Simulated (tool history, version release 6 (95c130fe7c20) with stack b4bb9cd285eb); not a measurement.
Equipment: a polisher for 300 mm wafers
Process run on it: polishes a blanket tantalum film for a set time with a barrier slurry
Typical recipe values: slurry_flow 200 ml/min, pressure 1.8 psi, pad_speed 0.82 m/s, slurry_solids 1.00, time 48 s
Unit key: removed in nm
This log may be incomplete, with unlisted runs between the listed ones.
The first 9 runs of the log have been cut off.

run	hour	slurry_flow	pressure	pad_speed	slurry_solids	time	wafers since the last listed run	wafers polished on this pad	hours since the slurry nozzle was cleaned	hours since the head pressure was calibrated	hours since the slurry blender was calibrated	incoming thickness of the incoming film, nm	removed
10	434.4	200	1.8	0.82	1.00	48	400	3355	211.7	266.4	110.7	334.2	47.9
11	500.8	200	2.3	0.82	1.00	33	644	4000	278.1	332.8	177.1	332.1	40.4
12	571.2	155	1.8	0.82	1.00	48	683	4683	348.5	403.2	247.5	332.1	46.7
13	598.9	200	1.8	0.82	1.00	54	268	4952	376.2	430.9	275.2	333.6	54.1
# hour 621.8: worn pad replaced by a new one
14	635.7	200	1.8	0.82	1.00	48	318	134	413.0	467.7	312.0	332.8	47.5
15	706.1	200	1.8	0.82	1.00	48	683	818	483.4	538.1	382.4	326.5	47.3
16	759.5	200	1.8	0.82	1.00	48	518	1336	536.8	591.5	435.8	328.8	46.2
# hour 774.0: slurry blender recalibrated
17	821.2	235	1.8	0.82	1.20	40	579	1915	598.5	653.2	47.2	331.5	43.3
18	848.5	200	1.6	0.82	1.00	48	264	2180	625.8	680.5	74.5	331.3	44.7
19	887.4	220	1.8	1.00	1.00	48	377	2557	664.7	719.4	113.4	329.8	61.5
20	916.1	200	1.8	0.96	1.00	58	278	2836	693.4	748.1	142.1	329.5	70.4
# hour 918.7: slurry nozzle cleaned
21	963.8	200	1.8	0.82	1.15	48	453	3289	45.1	795.8	189.8	326.7	50.3
22	1029.0	270	2.2	0.82	1.00	48	632	3922	110.3	861.0	255.0	332.4	60.4
# hour 1037.4: worn pad replaced by a new one
23	1069.0	200	2.2	0.70	1.10	48	349	306	150.3	901.0	295.0	328.3	50.5
24	1137.7	200	1.8	1.10	1.00	48	666	973	219.0	969.7	363.7	329.3	65.5
25	1187.8	200	1.8	0.82	1.00	44	486	1459	269.1	1019.8	413.8	329.3	44.4
26	1256.6	200	1.8	0.66	1.00	48	667	2126	337.9	1088.6	482.6	328.2	39.0
27	1281.1	200	1.4	0.82	1.00	48	237	2364	362.4	1113.1	507.1	330.0	38.5
# hour 1288.7: slurry blender recalibrated
28	1325.1	200	1.8	0.82	1.00	48	407	2772	406.4	1157.1	36.4	333.2	53.0
29	1354.8	200	1.6	0.82	0.75	48	288	3060	436.1	1186.8	66.1	328.9	44.5
30	1450.3	200	1.8	0.82	1.00	48	926	3987	531.6	1282.3	161.6	331.1	52.2
31	1482.4	200	1.8	0.82	1.00	48	311	4298	563.7	1314.4	193.7	333.1	50.5

Alternative continuations, all from the tool just after run 31; predict every row:
A	1482.8	200	1.5	0.82	1.00	48	3	4302	564.1	1314.8	194.1	332.6	?
B	1482.8	200	1.8	0.82	0.90	59	3	4302	564.1	1314.8	194.1	332.6	?
C	1482.8	150	1.8	0.82	1.00	48	3	4302	564.1	1314.8	194.1	332.6	?

run	removed
A	44.5
B	62.9
C	50.4
Stripped of hidden state, with their random variation kept, the same runs would have yielded:
run	removed
A	41.6
B	58.9
C	47.2
